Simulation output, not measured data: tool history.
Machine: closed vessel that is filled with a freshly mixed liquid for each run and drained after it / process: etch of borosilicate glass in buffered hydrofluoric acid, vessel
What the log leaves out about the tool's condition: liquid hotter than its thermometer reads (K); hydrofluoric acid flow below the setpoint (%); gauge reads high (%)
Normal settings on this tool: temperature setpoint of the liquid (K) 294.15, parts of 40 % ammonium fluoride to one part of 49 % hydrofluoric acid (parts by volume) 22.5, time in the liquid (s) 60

run,hour,temperature setpoint of the liquid (K),parts of 40 % ammonium fluoride to one part of 49 % hydrofluoric acid (parts by volume),time in the liquid (s),wafers since the last listed run,hours since the thermometer was replaced,hours since the hydrofluoric acid flow meter was replaced,hours since the gauge calibration,"read-back film thickness of the borosilicate glass reference wafer, read on the same gauge (nm)",thickness taken off the borosilicate glass on a monitor wafer (angstrom)
1,0.0,294.15,22.5,60,0,1661.0,1297.9,391.9,61.02,291.8
2,64.6,294.15,22.5,60,6492,1725.6,1362.5,456.5,61.15,285.6
3,141.6,294.15,22.5,60,7738,1802.6,1439.5,533.5,61.33,290.7
4,247.2,294.15,22.5,60,10612,1908.2,1545.1,639.1,61.59,292.4
5,303.3,296.65,22.5,60,5637,1964.3,1601.2,695.2,61.71,333.3
6,341.6,296.65,22.5,60,3848,2002.6,1639.5,733.5,61.83,334.6
# hour 366.6: gauge calibrated
7,396.1,294.15,22.5,60,5477,2057.1,1694.0,29.5,60.41,285.5
8,498.2,290.15,22.5,40,10260,2159.2,1796.1,131.6,60.66,152.7
9,602.6,297.65,25.0,40,10491,2263.6,1900.5,236.0,60.89,214.5
# hour 633.4: hydrofluoric acid flow meter replaced
10,705.0,294.15,22.5,60,10190,2366.0,71.6,338.4,61.16,287.5
11,800.7,294.15,20.0,75,9617,2461.7,167.3,434.1,61.38,392.7
# hour 820.7: thermometer replaced
12,888.6,294.15,27.5,75,8733,67.9,255.2,522.0,61.59,317.0
13,931.1,294.15,22.5,60,4271,110.4,297.7,564.5,61.70,291.6
14,1036.0,296.15,22.5,60,10542,215.3,402.6,669.4,61.95,327.2

3 ways to go on from here, each from the tool as it stands after run 14. What would each give?
A,1036.7,297.15,22.5,60,70,216.0,403.3,670.1,?,?
B,1036.7,291.15,30.0,85,70,216.0,403.3,670.1,?,?
C,1036.7,298.65,18.5,60,70,216.0,403.3,670.1,?,?

run,"read-back film thickness of the borosilicate glass reference wafer, read on the same gauge (nm)",thickness taken off the borosilicate glass on a monitor wafer (angstrom)
A,61.97,344.5
B,61.97,287.4
C,61.97,437.6
Stripped of hidden state, with their random variation kept, the same runs would have yielded:
run,thickness taken off the borosilicate glass on a monitor wafer (angstrom)
A,333.7
B,278.4
C,423.9

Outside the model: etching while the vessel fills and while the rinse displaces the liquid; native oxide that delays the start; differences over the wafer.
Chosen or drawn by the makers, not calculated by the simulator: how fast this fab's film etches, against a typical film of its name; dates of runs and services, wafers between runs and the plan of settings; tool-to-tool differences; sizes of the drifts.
